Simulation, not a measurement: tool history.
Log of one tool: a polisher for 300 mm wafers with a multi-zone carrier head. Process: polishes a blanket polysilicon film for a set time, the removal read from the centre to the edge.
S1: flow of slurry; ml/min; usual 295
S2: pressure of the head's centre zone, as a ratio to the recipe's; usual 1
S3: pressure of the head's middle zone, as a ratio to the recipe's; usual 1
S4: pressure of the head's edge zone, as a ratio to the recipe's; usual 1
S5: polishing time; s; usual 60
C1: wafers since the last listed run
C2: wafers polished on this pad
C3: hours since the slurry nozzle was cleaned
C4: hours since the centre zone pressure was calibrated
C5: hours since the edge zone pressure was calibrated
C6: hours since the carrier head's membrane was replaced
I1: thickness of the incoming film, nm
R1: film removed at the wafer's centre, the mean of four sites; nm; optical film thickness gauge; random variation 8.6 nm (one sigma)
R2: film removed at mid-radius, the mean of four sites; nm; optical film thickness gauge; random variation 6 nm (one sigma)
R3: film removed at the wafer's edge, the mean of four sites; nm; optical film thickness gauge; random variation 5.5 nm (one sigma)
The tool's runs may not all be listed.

run,hour,S1,S2,S3,S4,S5,C1,C2,C3,C4,C5,C6,I1,R1,R2,R3
1,0,295,1,1,1,60,0,1282,84.1,80.1,710.8,92.7,1754.6,593.8,602.2,627.3
# hour 24.3: edge zone pressure recalibrated
2,34.9,295,1,1,1,60,349,1631,119,115,10.6,127.6,1772.2,595.3,606.6,605.8
3,55.5,295,1,1,1,60,218,1850,139.6,135.6,31.2,148.2,1776,591.4,598.3,611.3
# hour 69.5: worn pad replaced by a new one
4,89,295,1,1,1,60,313,207,173.1,169.1,64.7,181.7,1753.9,644.1,653,687
5,119.4,235,1.09,0.89,1,53,322,530,203.5,199.5,95.1,212.1,1756.6,593.9,500.2,566.1
6,138.8,295,0.9,1,1.12,60,206,736,222.9,218.9,114.5,231.5,1793.7,570.4,624.1,690.1
7,156.4,295,0.88,1,1,60,186,923,240.5,236.5,132.1,249.1,1776.3,541.1,611.2,642.4
8,180.4,295,1,1,1,60,254,1178,264.5,260.5,156.1,273.1,1764.3,612.4,619,628.7
9,202.5,245,1,0.97,1,60,234,1413,286.6,282.6,178.2,295.2,1796.5,590,577.9,622.3
10,230.8,295,1,1,1,60,300,1714,314.9,310.9,206.5,323.5,1787.8,606.3,609.8,617.3
11,263.1,295,1,0.9,1,60,343,2057,347.2,343.2,238.8,355.8,1743.6,597.6,558.5,619.1
12,285.3,295,1,1,1,60,235,2293,369.4,365.4,261,378,1790.8,612.9,593.9,621.9
# hour 295.9: worn pad replaced by a new one
13,299.5,295,1,1,1,60,108,38,383.6,379.6,275.2,392.2,1798.6,672,665.8,700.2
14,330.8,295,1,1,1,44,332,370,414.9,410.9,306.5,423.5,1761.6,482.3,476.3,495.8
15,356.8,295,0.91,1,1,74,276,646,440.9,436.9,332.5,449.5,1802,723.4,792.4,808.7
16,379.9,295,1,1,0.94,41,245,892,464,460,355.6,472.6,1769.3,431.6,418.4,424.4
17,395.3,295,1,1,1,73,163,1055,479.4,475.4,371,488,1772,768.8,755.7,773
18,421.9,295,0.96,0.94,1,60,282,1338,506,502,397.6,514.6,1769,593.4,589.1,642
19,447.7,295,0.96,1,1.06,60,274,1612,531.8,527.8,423.4,540.4,1782.3,585.3,619.3,647.2
20,461.1,295,1,1,1,60,142,1755,545.2,541.2,436.8,553.8,1771.2,613.6,602.3,624.7
21,492.9,295,1,1,1,60,337,2092,577,573,468.6,585.6,1761.2,615,593.6,622.2
22,516.5,295,0.89,1,0.9,60,250,2343,600.6,596.6,492.2,609.2,1779.7,540.8,596.3,590.5
# hour 530.8: carrier head's membrane replaced by a new one
# hour 542.5: worn pad replaced by a new one
23,543,295,1,1,1,60,185,5,627.1,623.1,518.7,12.2,1772.3,671.3,676.6,706.5

What the log doesn't show, run by run:
slurry flow missing at the pad, %: 0 in every run
deviation of the centre zone's pressure from its setpoint, %: 0 in every run
deviation of the edge zone's pressure from its setpoint, %: 0 in every run
H1: removal rate lost through wear of the pad, %
run,H1
1,12.5
2,13.4
3,13.7
4,3.81
5,7.09
6,8.58
7,9.63
8,10.7
9,11.4
10,12.1
11,12.6
12,12.8
13,1.25
14,5.43
15,7.77
16,9.26
17,10
18,11
19,11.7
20,11.9
21,12.4
22,12.6
23,0.336
